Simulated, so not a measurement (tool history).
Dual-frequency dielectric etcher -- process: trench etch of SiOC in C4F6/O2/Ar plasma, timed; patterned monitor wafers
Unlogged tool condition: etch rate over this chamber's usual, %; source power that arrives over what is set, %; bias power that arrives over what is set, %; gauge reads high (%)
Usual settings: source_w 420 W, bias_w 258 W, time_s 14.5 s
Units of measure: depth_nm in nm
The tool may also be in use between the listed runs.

run	hour	source_w	bias_w	time_s	wafers since the last listed run	hours since the last wet clean	hours since the last source power generator calibration	hours since the last bias power generator calibration	hours since the last upper electrode change	hours since the gauge calibration	read-back reference wafer on the same gauge, depth_nm	depth_nm
1	0.0	420	258	14.5	0	386.4	3462.3	2017.2	2297.2	127.7	37.32	36.57
2	10.0	420	258	14.5	161	396.4	3472.3	2027.2	2307.2	137.7	37.31	36.64
3	24.8	480	258	13.0	238	411.2	3487.1	2042.0	2322.0	152.5	37.30	35.02
# hour 64.4: bias power generator calibrated
4	64.7	480	258	13.0	578	451.1	3527.0	0.3	2361.9	192.4	37.30	35.21
5	75.3	420	258	14.5	170	461.7	3537.6	10.9	2372.5	203.0	37.32	37.03
6	92.7	420	258	14.5	280	479.1	3555.0	28.3	2389.9	220.4	37.29	37.01
# hour 102.4: source power generator calibrated
# hour 123.6: upper electrode replaced
7	124.1	420	258	14.5	99	510.5	21.7	59.7	0.5	251.8	37.29	37.09
8	124.4	470	258	10.0	4	510.8	22.0	60.0	0.8	252.1	37.31	26.92
9	132.2	510	258	10.5	125	518.6	29.8	67.8	8.6	259.9	37.29	29.39
# hour 146.3: gauge calibrated
# hour 167.7: wet clean of the chamber
10	168.2	420	279	12.5	193	0.5	65.8	103.8	44.6	21.9	37.31	31.47
11	168.5	470	225	19.0	4	0.8	66.1	104.1	44.9	22.2	37.30	47.10
12	173.4	420	258	12.0	78	5.7	71.0	109.0	49.8	27.1	37.31	29.37
13	190.0	420	258	13.5	267	22.3	87.6	125.6	66.4	43.7	37.31	33.26
14	200.6	420	258	14.5	170	32.9	98.2	136.2	77.0	54.3	37.29	35.71
15	214.2	420	258	14.5	219	46.5	111.8	149.8	90.6	67.9	37.28	35.66

A few steps of depth_nm between consecutive runs. Split each: what settings, incoming material and random variation would produce without the hidden state, and what is left over for the hidden state, along with gauge scatter present in only one of the two compared results (measured, and without hidden state):
Run 9 -> 10: source_w 510 -> 420, bias_w 258 -> 279, time_s 10.5 -> 12.5, gauge calibrated, wet clean of the chamber. depth_nm +2.08 nm: hidden state -1.27, all else +3.35.
Run 11 -> 12: source_w 470 -> 420, bias_w 225 -> 258, time_s 19.0 -> 12.0. depth_nm -17.73 nm: hidden state -0.07, all else -17.66.
